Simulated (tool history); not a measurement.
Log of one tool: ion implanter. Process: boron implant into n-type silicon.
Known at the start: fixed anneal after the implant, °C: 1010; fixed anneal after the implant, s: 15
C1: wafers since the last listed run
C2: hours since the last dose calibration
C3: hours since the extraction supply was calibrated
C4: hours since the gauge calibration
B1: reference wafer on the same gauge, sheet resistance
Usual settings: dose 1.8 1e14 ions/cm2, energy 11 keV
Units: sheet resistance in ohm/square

Run 1, day 0: usual settings but dose 1.91 1e14 ions/cm2; C1 0; C2 1278.8; C3 5523.9; C4 374.7; B1 460.99. Result: sheet resistance 421.6 ohm/square.
Run 2, day 4.212: usual settings but dose 1.91 1e14 ions/cm2; C1 1173; C2 1379.9; C3 5625; C4 475.8; B1 461.01. Result: sheet resistance 419.13 ohm/square.
Run 3, day 8.458: usual settings but dose 1.91 1e14 ions/cm2; C1 1182; C2 1481.8; C3 5726.9; C4 577.7; B1 461.24. Result: sheet resistance 418.77 ohm/square.
Run 4, day 12.017: usual settings; C1 991; C2 1567.2; C3 5812.3; C4 663.1; B1 460.77. Result: sheet resistance 437.33 ohm/square.
Run 5, day 15.358: usual settings but dose 1.54 1e14 ions/cm2; C1 930; C2 1647.4; C3 5892.5; C4 743.3; B1 461.17. Result: sheet resistance 497.31 ohm/square.
Run 6, day 17.067: usual settings but dose 1.54 1e14 ions/cm2; C1 475; C2 1688.4; C3 5933.5; C4 784.3; B1 460.92. Result: sheet resistance 495.67 ohm/square.
At day 17.833: extraction supply calibrated.
Run 7, day 19.5: usual settings; C1 584; C2 1746.8; C3 40; C4 842.7; B1 460.75. Result: sheet resistance 436.7 ohm/square.
Run 8, day 21.746: usual settings; C1 625; C2 1800.7; C3 93.9; C4 896.6; B1 460.81. Result: sheet resistance 436.19 ohm/square.
Run 9, day 23.792: usual settings; C1 569; C2 1849.8; C3 143; C4 945.7; B1 461.4. Result: sheet resistance 434.37 ohm/square.
At day 24.404: Faraday cup replaced and dose calibrated.
Run 10, day 26.942: usual settings but energy 14 keV; C1 784; C2 60.9; C3 218.6; C4 1021.3; B1 461.13. Result: sheet resistance 434.12 ohm/square.
Run 11, day 28.825: usual settings but dose 2.01 1e14 ions/cm2, energy 7.5 keV; C1 524; C2 106.1; C3 263.8; C4 1066.5; B1 460.91. Result: sheet resistance 429.42 ohm/square.
At day 30.1: gauge calibrated.
Run 12, day 30.754: usual settings but energy 14 keV; C1 537; C2 152.4; C3 310.1; C4 15.7; B1 460.82. Result: sheet resistance 432.97 ohm/square.
Run 13, day 32.35: usual settings but dose 2.29 1e14 ions/cm2, energy 8.5 keV; C1 444; C2 190.7; C3 348.4; C4 54; B1 460.82. Result: sheet resistance 377.7 ohm/square.
Run 14, day 34.171: usual settings; C1 507; C2 234.4; C3 392.1; C4 97.7; B1 461.13. Result: sheet resistance 445.65 ohm/square.
Run 15, day 37.617: usual settings but dose 1.28 1e14 ions/cm2; C1 959; C2 317.1; C3 474.8; C4 180.4; B1 460.59. Result: sheet resistance 586.84 ohm/square.
Run 16, day 40.521: usual settings but dose 2.13 1e14 ions/cm2, energy 7 keV; C1 808; C2 386.8; C3 544.5; C4 250.1; B1 460.44. Result: sheet resistance 410.73 ohm/square.
Run 17, day 43.292: usual settings; C1 771; C2 453.3; C3 611; C4 316.6; B1 461.36. Result: sheet resistance 445.83 ohm/square.
Run 18, day 47.671: usual settings; C1 1219; C2 558.4; C3 716.1; C4 421.7; B1 461.23. Result: sheet resistance 443.89 ohm/square.
Run 19, day 50.45: usual settings but dose 1.97 1e14 ions/cm2; C1 774; C2 625.1; C3 782.8; C4 488.4; B1 461.02. Result: sheet resistance 412.17 ohm/square.
Run 20, day 52.129: usual settings but dose 1.48 1e14 ions/cm2, energy 14.5 keV; C1 467; C2 665.4; C3 823.1; C4 528.7; B1 460.9. Result: sheet resistance 502.19 ohm/square.
Run 21, day 54.192: usual settings but dose 2.22 1e14 ions/cm2, energy 10 keV; C1 574; C2 714.9; C3 872.6; C4 578.2; B1 461.38. Result: sheet resistance 377.29 ohm/square.

The same runs without the tool's hidden state, with the same run-to-run variation:
The hidden state here: deviation of the true dose from the Faraday cup's reading, %; deviation of the true energy from its setpoint, %; gauge reads high (%).
run  sheet resistance
  1            425.76
  2             424.2
  3            424.84
  4            444.58
  5            506.51
  6            505.39
  7            446.07
  8            446.22
  9               445
 10            434.74
 11            430.06
 12            433.66
 13            378.35
 14            446.48
 15            588.12
 16            411.81
 17            447.21
 18            445.65
 19            414.07
 20            504.68
 21            379.42
